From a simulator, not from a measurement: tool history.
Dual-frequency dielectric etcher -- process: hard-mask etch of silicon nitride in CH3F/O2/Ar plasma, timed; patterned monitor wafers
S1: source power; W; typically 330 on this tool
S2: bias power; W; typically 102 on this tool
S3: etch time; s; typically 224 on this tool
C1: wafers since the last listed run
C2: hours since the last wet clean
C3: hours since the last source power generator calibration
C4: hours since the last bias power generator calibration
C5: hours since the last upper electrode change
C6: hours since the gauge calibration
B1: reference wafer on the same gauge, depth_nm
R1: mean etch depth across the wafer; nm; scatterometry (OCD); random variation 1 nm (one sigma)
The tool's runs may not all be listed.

Run 1, hour 0: usual settings; C1 0; C2 27.6; C3 2687.2; C4 803; C5 2959.8; C6 948.8; B1 125.9. Result: R1 157.5 nm.
Run 2, hour 80.5: usual settings; C1 543; C2 108.1; C3 2767.7; C4 883.5; C5 3040.3; C6 1029.3; B1 125.9. Result: R1 158.5 nm.
Run 3, hour 231.9: usual settings but S2 94 W; C1 1021; C2 259.5; C3 2919.1; C4 1034.9; C5 3191.7; C6 1180.7; B1 126.2. Result: R1 157 nm.
Run 4, hour 331: usual settings but S2 94 W; C1 668; C2 358.6; C3 3018.2; C4 1134; C5 3290.8; C6 1279.8; B1 126.1. Result: R1 159 nm.
At hour 452.9: wet clean of the chamber.
Run 5, hour 453.4: usual settings; C1 664; C2 0.5; C3 3140.6; C4 1256.4; C5 3413.2; C6 1402.2; B1 125.8. Result: R1 156.7 nm.
Run 6, hour 529.3: usual settings; C1 512; C2 76.4; C3 3216.5; C4 1332.3; C5 3489.1; C6 1478.1; B1 125.8. Result: R1 157.1 nm.
Run 7, hour 631.1: usual settings; C1 687; C2 178.2; C3 3318.3; C4 1434.1; C5 3590.9; C6 1579.9; B1 125.8. Result: R1 158.5 nm.
Run 8, hour 692.7: usual settings; C1 415; C2 239.8; C3 3379.9; C4 1495.7; C5 3652.5; C6 1641.5; B1 125.9. Result: R1 161.5 nm.
At hour 719.7: gauge calibrated.
Run 9, hour 779.6: usual settings; C1 586; C2 326.7; C3 3466.8; C4 1582.6; C5 3739.4; C6 59.9; B1 125.9. Result: R1 162.3 nm.
At hour 788.5: source power generator calibrated.
Run 10, hour 843.6: usual settings; C1 404; C2 390.7; C3 55.1; C4 1646.6; C5 3803.4; C6 123.9; B1 126. Result: R1 163.3 nm.
Run 11, hour 924.2: usual settings but S3 254 s; C1 543; C2 471.3; C3 135.7; C4 1727.2; C5 3884; C6 204.5; B1 126. Result: R1 186.1 nm.
At hour 970.7: wet clean of the chamber.
Run 12, hour 973.9: usual settings but S2 125 W, S3 277 s; C1 173; C2 3.2; C3 185.4; C4 1776.9; C5 3933.7; C6 254.2; B1 126. Result: R1 206.4 nm.
Run 13, hour 1020.3: usual settings but S1 270 W, S2 89 W; C1 313; C2 49.6; C3 231.8; C4 1823.3; C5 3980.1; C6 300.6; B1 125.9. Result: R1 140.4 nm.
Run 14, hour 1092.6: usual settings but S2 91 W, S3 285 s; C1 487; C2 121.9; C3 304.1; C4 1895.6; C5 4052.4; C6 372.9; B1 126.1. Result: R1 193.2 nm.
At hour 1158: upper electrode replaced.
Run 15, hour 1158.5: usual settings but S1 390 W, S2 117 W, S3 157.5 s; C1 282; C2 187.8; C3 370; C4 1961.5; C5 0.5; C6 438.8; B1 126.1. Result: R1 125.8 nm.
At hour 1202: bias power generator calibrated.
Run 16, hour 1245.7: usual settings; C1 561; C2 275; C3 457.2; C4 43.7; C5 87.7; C6 526; B1 126.1. Result: R1 162.1 nm.
Run 17, hour 1297.2: usual settings but S1 390 W, S2 87 W, S3 270.5 s; C1 347; C2 326.5; C3 508.7; C4 95.2; C5 139.2; C6 577.5; B1 125.9. Result: R1 196.5 nm.
At hour 1380.7: wet clean of the chamber.
Run 18, hour 1529.9: usual settings but S1 250 W, S2 93 W, S3 170 s; C1 1408; C2 149.2; C3 741.4; C4 327.9; C5 371.9; C6 810.2; B1 126. Result: R1 105.8 nm.
Run 19, hour 1573.2: usual settings but S1 360 W, S3 267 s; C1 292; C2 192.5; C3 784.7; C4 371.2; C5 415.2; C6 853.5; B1 126.2. Result: R1 193.6 nm.
Run 20, hour 1684.5: usual settings; C1 751; C2 303.8; C3 896; C4 482.5; C5 526.5; C6 964.8; B1 125.8. Result: R1 160.7 nm.
Run 21, hour 1727.7: usual settings but S1 260 W, S3 170.5 s; C1 291; C2 347; C3 939.2; C4 525.7; C5 569.7; C6 1008; B1 125.8. Result: R1 114.1 nm.
Run 22, hour 1771.3: usual settings but S1 300 W, S2 77 W; C1 294; C2 390.6; C3 982.8; C4 569.3; C5 613.3; C6 1051.6; B1 126. Result: R1 143.2 nm.

Alternative continuations, all from the tool just after run 22; predict every row:
Run A, hour 1771.8: usual settings; C1 3; C2 391.1; C3 983.3; C4 569.8; C5 613.8; C6 1052.1; B1 ?. Result: R1 ?.
Run B, hour 1771.8: usual settings but S2 86 W; C1 3; C2 391.1; C3 983.3; C4 569.8; C5 613.8; C6 1052.1; B1 ?. Result: R1 ?.
Run C, hour 1771.8: usual settings but S1 380 W, S2 126 W, S3 178 s; C1 3; C2 391.1; C3 983.3; C4 569.8; C5 613.8; C6 1052.1; B1 ?. Result: R1 ?.
Run D, hour 1771.8: usual settings but S1 360 W, S2 128 W, S3 263 s; C1 3; C2 391.1; C3 983.3; C4 569.8; C5 613.8; C6 1052.1; B1 ?. Result: R1 ?.

run   B1     R1
  A  126    163
  B  126    154
  C  126  146.1
  D  126  213.2
Had the tool no hidden state, the same runs would have come out as:
run     R1
  A    157
  B  148.4
  C  140.7
  D  205.3

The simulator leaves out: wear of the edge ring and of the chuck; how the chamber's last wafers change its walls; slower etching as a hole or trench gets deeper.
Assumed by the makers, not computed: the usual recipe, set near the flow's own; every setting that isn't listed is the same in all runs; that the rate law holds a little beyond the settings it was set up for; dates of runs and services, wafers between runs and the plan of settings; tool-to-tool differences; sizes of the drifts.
